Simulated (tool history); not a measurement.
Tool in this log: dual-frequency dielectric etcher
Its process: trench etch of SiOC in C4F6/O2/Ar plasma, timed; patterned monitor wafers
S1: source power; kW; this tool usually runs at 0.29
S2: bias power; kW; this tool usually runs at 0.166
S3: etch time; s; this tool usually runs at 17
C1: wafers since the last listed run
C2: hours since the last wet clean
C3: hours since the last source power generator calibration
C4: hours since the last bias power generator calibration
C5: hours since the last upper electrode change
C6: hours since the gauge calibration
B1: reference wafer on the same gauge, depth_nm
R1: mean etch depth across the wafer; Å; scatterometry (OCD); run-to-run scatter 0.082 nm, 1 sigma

run,hour,S1,S2,S3,C1,C2,C3,C4,C5,C6,B1,R1
1,0,0.29,0.166,17,0,238.6,1708.2,1008.1,2253.4,217.4,27.1,293.3
2,33,0.29,0.166,17,627,271.6,1741.2,1041.1,2286.4,250.4,27.12,294
3,73,0.29,0.166,17,760,311.6,1781.2,1081.1,2326.4,290.4,27.1,292.3
4,123.3,0.29,0.166,17,955,361.9,1831.5,1131.4,2376.7,340.7,27.1,293.9
5,171.3,0.29,0.166,17,912,409.9,1879.5,1179.4,2424.7,388.7,27.11,292.8
6,232.8,0.29,0.166,17,1168,471.4,1941,1240.9,2486.2,450.2,27.11,292.5
7,262.9,0.29,0.166,17,571,501.5,1971.1,1271,2516.3,480.3,27.1,293.5
8,310.3,0.29,0.166,17,900,548.9,2018.5,1318.4,2563.7,527.7,27.1,292.6
9,336,0.29,0.166,17,488,574.6,2044.2,1344.1,2589.4,553.4,27.12,291.8
10,396.8,0.26,0.166,20,1155,635.4,2105,1404.9,2650.2,614.2,27.04,332.1
# hour 449: wet clean of the chamber
11,449.5,0.26,0.166,20,545,0.5,2157.7,1457.6,2702.9,666.9,27.11,330.9
12,498.5,0.26,0.166,20,931,49.5,2206.7,1506.6,2751.9,715.9,27.1,329.9
13,535.6,0.23,0.207,13.5,705,86.6,2243.8,1543.7,2789,753,27.08,228.4
# hour 573.4: bias power generator calibrated
14,604.8,0.24,0.206,17,1238,155.8,2313,31.4,2858.2,822.2,27.1,296.7
# hour 683.9: upper electrode replaced
# hour 719.2: gauge calibrated
15,751,0.29,0.189,17,2322,302,2459.2,177.6,67.1,31.8,27.12,306.8
16,808.9,0.25,0.166,17,1100,359.9,2517.1,235.5,125,89.7,27.09,280.6
17,870,0.29,0.166,17,1161,421,2578.2,296.6,186.1,150.8,27.09,296.7
# hour 908.8: source power generator calibrated
18,924,0.33,0.166,17,950,475,15.2,350.6,240.1,204.8,27.11,309.1
19,964.2,0.29,0.166,12,763,515.2,55.4,390.8,280.3,245,27.13,208.5
# hour 989.4: wet clean of the chamber
20,990.5,0.29,0.166,17,43,1.1,81.7,417.1,306.6,271.3,27.1,296.3
21,1043.6,0.25,0.196,15,1009,54.2,134.8,470.2,359.7,324.4,27.16,262.6
22,1080.3,0.29,0.166,17,697,90.9,171.5,506.9,396.4,361.1,27.13,295.4
23,1132.9,0.29,0.166,17,999,143.5,224.1,559.5,449,413.7,27.1,296.9
24,1181,0.29,0.189,15.5,914,191.6,272.2,607.6,497.1,461.8,27.09,280.7
25,1226.4,0.29,0.179,17,862,237,317.6,653,542.5,507.2,27.08,300.2

Results per run with the tool's hidden condition removed, run-to-run variation unchanged:
What the log doesn't record here: etch rate over this chamber's usual, %; source power that arrives over what is set, %; bias power that arrives over what is set, %; gauge reads high (%).
run,R1
1,295.4
2,296.3
3,294.8
4,296.6
5,295.7
6,295.6
7,296.8
8,296.1
9,295.5
10,336.6
11,335.7
12,335.1
13,232.3
14,296
15,306.2
16,280
17,296.2
18,308.6
19,208.2
20,295.9
21,262.4
22,295.2
23,296.8
24,280.7
25,300.3

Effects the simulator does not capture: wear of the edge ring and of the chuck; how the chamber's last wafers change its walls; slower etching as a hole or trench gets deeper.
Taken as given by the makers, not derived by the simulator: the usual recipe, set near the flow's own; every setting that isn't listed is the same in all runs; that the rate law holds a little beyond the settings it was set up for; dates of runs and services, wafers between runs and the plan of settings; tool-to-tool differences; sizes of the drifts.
